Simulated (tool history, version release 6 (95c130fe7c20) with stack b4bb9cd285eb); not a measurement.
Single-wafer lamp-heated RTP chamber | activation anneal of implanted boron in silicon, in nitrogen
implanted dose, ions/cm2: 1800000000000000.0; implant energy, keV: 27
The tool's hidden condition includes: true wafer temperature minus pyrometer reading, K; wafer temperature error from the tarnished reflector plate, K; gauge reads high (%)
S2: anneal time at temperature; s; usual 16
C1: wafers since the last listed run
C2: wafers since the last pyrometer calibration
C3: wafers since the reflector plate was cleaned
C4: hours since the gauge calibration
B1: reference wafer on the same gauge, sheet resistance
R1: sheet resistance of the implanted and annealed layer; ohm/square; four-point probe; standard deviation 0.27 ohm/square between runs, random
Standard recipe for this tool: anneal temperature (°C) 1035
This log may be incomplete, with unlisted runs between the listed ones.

Run 1, hour 0: usual settings but S2 22 s; C1 0; C2 5374; C3 3613; C4 1008.1; B1 54.05. Result: R1 65.89 ohm/square.
Run 2, hour 63.9: usual settings but S2 22 s; C1 979; C2 6353; C3 4592; C4 1072; B1 54.07. Result: R1 65.39 ohm/square.
At hour 111.2: pyrometer window cleaned and pyrometer calibrated.
Run 3, hour 151.8: usual settings but S2 22 s; C1 1224; C2 622; C3 5816; C4 1159.9; B1 54.19. Result: R1 65.16 ohm/square.
At hour 203.5: reflector plate cleaned.
Run 4, hour 254.2: usual settings; C1 1446; C2 2068; C3 776; C4 1262.3; B1 54.1. Result: R1 66.28 ohm/square.
Run 5, hour 348: usual settings; C1 1437; C2 3505; C3 2213; C4 1356.1; B1 54.09. Result: R1 66.43 ohm/square.
Run 6, hour 496.4: usual settings but anneal temperature (°C) 1026, S2 10 s; C1 2273; C2 5779; C3 4487; C4 1504.5; B1 54.07. Result: R1 67.53 ohm/square.
At hour 530.7: pyrometer window cleaned and pyrometer calibrated.
At hour 577.6: gauge calibrated.
Run 7, hour 583.6: usual settings but anneal temperature (°C) 1026, S2 10 s; C1 1213; C2 809; C3 5700; C4 6; B1 54.09. Result: R1 67.06 ohm/square.
At hour 600.2: reflector plate cleaned.
Run 8, hour 656.8: usual settings but anneal temperature (°C) 1026, S2 10 s; C1 998; C2 1808; C3 867; C4 79.2; B1 54.15. Result: R1 68.82 ohm/square.
Run 9, hour 716.9: usual settings but S2 11 s; C1 920; C2 2729; C3 1788; C4 139.3; B1 54.2. Result: R1 66.58 ohm/square.
Run 10, hour 807.7: usual settings but anneal temperature (°C) 1017; C1 1391; C2 4120; C3 3179; C4 230.1; B1 54.07. Result: R1 68.59 ohm/square.
Run 11, hour 909.1: usual settings; C1 1553; C2 5674; C3 4733; C4 331.5; B1 54.03. Result: R1 65.87 ohm/square.
At hour 950.4: pyrometer window cleaned and pyrometer calibrated.
Run 12, hour 997.2: usual settings but anneal temperature (°C) 1016, S2 25 s; C1 1227; C2 717; C3 5960; C4 419.6; B1 54.16. Result: R1 67.36 ohm/square.
At hour 1019.1: reflector plate cleaned.
Run 13, hour 1090.3: usual settings but anneal temperature (°C) 1026, S2 9 s; C1 1303; C2 2021; C3 1090; C4 512.7; B1 54.09. Result: R1 68.46 ohm/square.
Run 14, hour 1174.6: usual settings but anneal temperature (°C) 1022, S2 7 s; C1 1291; C2 3312; C3 2381; C4 597; B1 54.19. Result: R1 69.69 ohm/square.
Run 15, hour 1229.9: usual settings but anneal temperature (°C) 1027, S2 22 s; C1 847; C2 4160; C3 3229; C4 652.3; B1 54.06. Result: R1 66.65 ohm/square.
Run 16, hour 1282.8: usual settings; C1 810; C2 4970; C3 4039; C4 705.2; B1 54.05. Result: R1 66.42 ohm/square.
Run 17, hour 1341.2: usual settings but anneal temperature (°C) 1045; C1 894; C2 5865; C3 4934; C4 763.6; B1 54.1. Result: R1 64.78 ohm/square.

Forecast each of these 3 alternatives for the next run:
Run A, hour 1341.6: usual settings; C1 6; C2 5871; C3 4940; C4 764; B1 ?. Result: R1 ?.
Run B, hour 1341.6: usual settings but anneal temperature (°C) 1051; C1 6; C2 5871; C3 4940; C4 764; B1 ?. Result: R1 ?.
Run C, hour 1341.6: usual settings but anneal temperature (°C) 1025, S2 23 s; C1 6; C2 5871; C3 4940; C4 764; B1 ?. Result: R1 ?.

run     B1     R1
  A  54.05  65.59
  B  54.05   64.1
  C  54.05  66.18
Take away the tool's hidden state, keep each run's random variation, and the runs would have read:
run     R1
  A  66.31
  B  64.59
  C  66.98
